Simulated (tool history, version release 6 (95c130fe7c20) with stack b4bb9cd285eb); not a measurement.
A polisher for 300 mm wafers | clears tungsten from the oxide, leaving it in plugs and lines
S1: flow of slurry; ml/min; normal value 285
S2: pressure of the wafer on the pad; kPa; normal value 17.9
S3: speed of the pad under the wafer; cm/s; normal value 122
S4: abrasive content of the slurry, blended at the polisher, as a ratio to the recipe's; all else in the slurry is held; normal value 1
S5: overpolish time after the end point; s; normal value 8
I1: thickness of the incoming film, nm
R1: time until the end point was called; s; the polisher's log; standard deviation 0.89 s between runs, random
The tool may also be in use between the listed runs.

{"run": 1, "hour": 0.0, "S1": 285, "S2": 17.9, "S3": 138, "S4": 0.8, "S5": 8, "I1": 393.1, "R1": 79}
{"run": 2, "hour": 15.8, "S1": 285, "S2": 17.9, "S3": 122, "S4": 0.9, "S5": 8, "I1": 399, "R1": 91.4}
{"run": 3, "hour": 34.6, "S1": 285, "S2": 17.9, "S3": 122, "S4": 0.9, "S5": 8, "I1": 390.6, "R1": 88.8}
{"hour": 51.6, "done": "slurry blender recalibrated"}
{"run": 4, "hour": 66.5, "S1": 285, "S2": 17.9, "S3": 122, "S4": 1, "S5": 8, "I1": 399.8, "R1": 87}
{"hour": 69.8, "done": "slurry tank refilled with fresh slurry and peroxide"}
{"run": 5, "hour": 95.6, "S1": 285, "S2": 17.9, "S3": 122, "S4": 1, "S5": 8, "I1": 401.5, "R1": 89.7}
{"run": 6, "hour": 113.9, "S1": 285, "S2": 17.9, "S3": 122, "S4": 1, "S5": 8, "I1": 404.4, "R1": 88.8}
{"hour": 138.1, "done": "worn pad replaced by a new one"}
{"hour": 142.8, "done": "slurry tank refilled with fresh slurry and peroxide"}
{"run": 7, "hour": 146.2, "S1": 215, "S2": 17.9, "S3": 122, "S4": 1, "S5": 8, "I1": 396.3, "R1": 91.7}
{"hour": 152.0, "done": "head pressure recalibrated"}
{"run": 8, "hour": 171.8, "S1": 215, "S2": 17.9, "S3": 122, "S4": 1, "S5": 8, "I1": 398.6, "R1": 91.3}
{"hour": 193.7, "done": "slurry nozzle cleaned"}
{"run": 9, "hour": 205.6, "S1": 285, "S2": 17.9, "S3": 122, "S4": 1, "S5": 12, "I1": 397.8, "R1": 90}
{"hour": 211.6, "done": "slurry tank refilled with fresh slurry and peroxide"}
{"hour": 223.0, "done": "slurry blender recalibrated"}
{"run": 10, "hour": 236.0, "S1": 285, "S2": 17.9, "S3": 122, "S4": 1, "S5": 8, "I1": 401.3, "R1": 85.9}
{"run": 11, "hour": 254.7, "S1": 315, "S2": 23.4, "S3": 152, "S4": 0.85, "S5": 8, "I1": 400.1, "R1": 56.8}
{"hour": 284.8, "done": "slurry tank refilled with fresh slurry and peroxide"}
{"run": 12, "hour": 290.0, "S1": 285, "S2": 17.9, "S3": 110, "S4": 0.9, "S5": 4, "I1": 390.6, "R1": 98}
{"run": 13, "hour": 311.2, "S1": 285, "S2": 17.9, "S3": 94, "S4": 1, "S5": 8, "I1": 399.7, "R1": 113.4}
{"run": 14, "hour": 340.7, "S1": 285, "S2": 17.9, "S3": 142, "S4": 0.9, "S5": 8, "I1": 399.5, "R1": 77.6}
{"run": 15, "hour": 356.1, "S1": 285, "S2": 17.9, "S3": 110, "S4": 0.9, "S5": 4, "I1": 393.7, "R1": 100.2}
{"hour": 362.4, "done": "slurry tank refilled with fresh slurry and peroxide"}
{"hour": 369.4, "done": "slurry blender recalibrated"}
{"hour": 372.0, "done": "worn pad replaced by a new one"}
{"run": 16, "hour": 386.5, "S1": 355, "S2": 15.9, "S3": 102, "S4": 1, "S5": 6, "I1": 400.5, "R1": 113.1}

Predict each of these 5 candidate next runs independently; none follows another, all start after run 16:
{"run": "A", "hour": 387.0, "S1": 285, "S2": 17.9, "S3": 122, "S4": 1, "S5": 3, "I1": 397, "R1": "?"}
{"run": "B", "hour": 387.0, "S1": 285, "S2": 17.9, "S3": 162, "S4": 1, "S5": 13, "I1": 397, "R1": "?"}
{"run": "C", "hour": 387.0, "S1": 320, "S2": 17.9, "S3": 122, "S4": 0.9, "S5": 8, "I1": 397, "R1": "?"}
{"run": "D", "hour": 387.0, "S1": 355, "S2": 17.9, "S3": 90, "S4": 1, "S5": 8, "I1": 397, "R1": "?"}
{"run": "E", "hour": 387.0, "S1": 285, "S2": 17.9, "S3": 146, "S4": 1.25, "S5": 8, "I1": 397, "R1": "?"}

run=A R1=84.4
run=B R1=63.5
run=C R1=85.2
run=D R1=112.1
run=E R1=67.3
Take away the tool's hidden state, keep each run's random variation, and the runs would have read:
run=A R1=83.1
run=B R1=62.5
run=C R1=83.9
run=D R1=110.3
run=E R1=66.2
